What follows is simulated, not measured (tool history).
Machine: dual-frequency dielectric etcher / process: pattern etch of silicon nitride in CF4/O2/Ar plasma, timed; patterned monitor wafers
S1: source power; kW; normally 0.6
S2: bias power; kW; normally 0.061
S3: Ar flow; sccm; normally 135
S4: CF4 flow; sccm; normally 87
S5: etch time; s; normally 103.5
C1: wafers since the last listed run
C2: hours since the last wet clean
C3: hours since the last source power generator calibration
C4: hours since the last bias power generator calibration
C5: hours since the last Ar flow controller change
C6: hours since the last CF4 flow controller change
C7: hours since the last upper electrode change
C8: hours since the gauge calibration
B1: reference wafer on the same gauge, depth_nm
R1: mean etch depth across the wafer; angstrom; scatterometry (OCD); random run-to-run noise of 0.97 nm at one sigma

run,hour,S1,S2,S3,S4,S5,C1,C2,C3,C4,C5,C6,C7,C8,B1,R1
1,0,0.6,0.061,135,87,103.5,0,323.4,2758,3885,1224.7,3438.1,3332.2,432.2,184,2230
2,28.1,0.6,0.061,149,87,103.5,327,351.5,2786.1,3913.1,1252.8,3466.2,3360.3,460.3,184,2201
3,40.2,0.6,0.061,149,87,103.5,140,363.6,2798.2,3925.2,1264.9,3478.3,3372.4,472.4,184,2188
4,64.4,0.6,0.061,135,87,103.5,281,387.8,2822.4,3949.4,1289.1,3502.5,3396.6,496.6,183.9,2239
# hour 96.4: wet clean of the chamber
5,96.9,0.6,0.061,135,87,103.5,99,0.5,2854.9,3981.9,1321.6,3535,3429.1,529.1,184.1,2241
6,113.3,0.6,0.061,135,87,103.5,191,16.9,2871.3,3998.3,1338,3551.4,3445.5,545.5,184,2234
# hour 134: gauge calibrated
7,161,0.6,0.061,135,87,103.5,555,64.6,2919,4046,1385.7,3599.1,3493.2,27,183.9,2229
8,179.7,0.6,0.061,135,87,103.5,217,83.3,2937.7,4064.7,1404.4,3617.8,3511.9,45.7,184.1,2241
9,205.6,0.74,0.054,135,73,103.5,301,109.2,2963.6,4090.6,1430.3,3643.7,3537.8,71.6,184.1,2593
10,236.9,0.6,0.061,135,87,103.5,364,140.5,2994.9,4121.9,1461.6,3675,3569.1,102.9,184.1,2264
# hour 252: CF4 flow controller replaced
11,256.7,0.6,0.076,122,87,103.5,160,160.3,3014.7,4141.7,1481.4,4.7,3588.9,122.7,183.9,2445
12,282.5,0.6,0.047,147,87,103.5,300,186.1,3040.5,4167.5,1507.2,30.5,3614.7,148.5,184,2030
# hour 293.2: source power generator calibrated
# hour 299.8: Ar flow controller replaced
# hour 312.2: bias power generator calibrated
# hour 317.1: upper electrode replaced
13,317.6,0.6,0.056,165,107,103.5,189,221.2,24.4,5.4,17.8,65.6,0.5,183.6,183.9,2173

Run 14 is up next; what results do you expect?
14,340.7,0.67,0.061,135,68,103.5,269,244.3,47.5,28.5,40.9,88.7,23.6,206.7,?,?

{"run 14": {"B1": 183.8, "R1": 2446}}
Without the tool's hidden state the same run would have given R1 2446 angstrom.
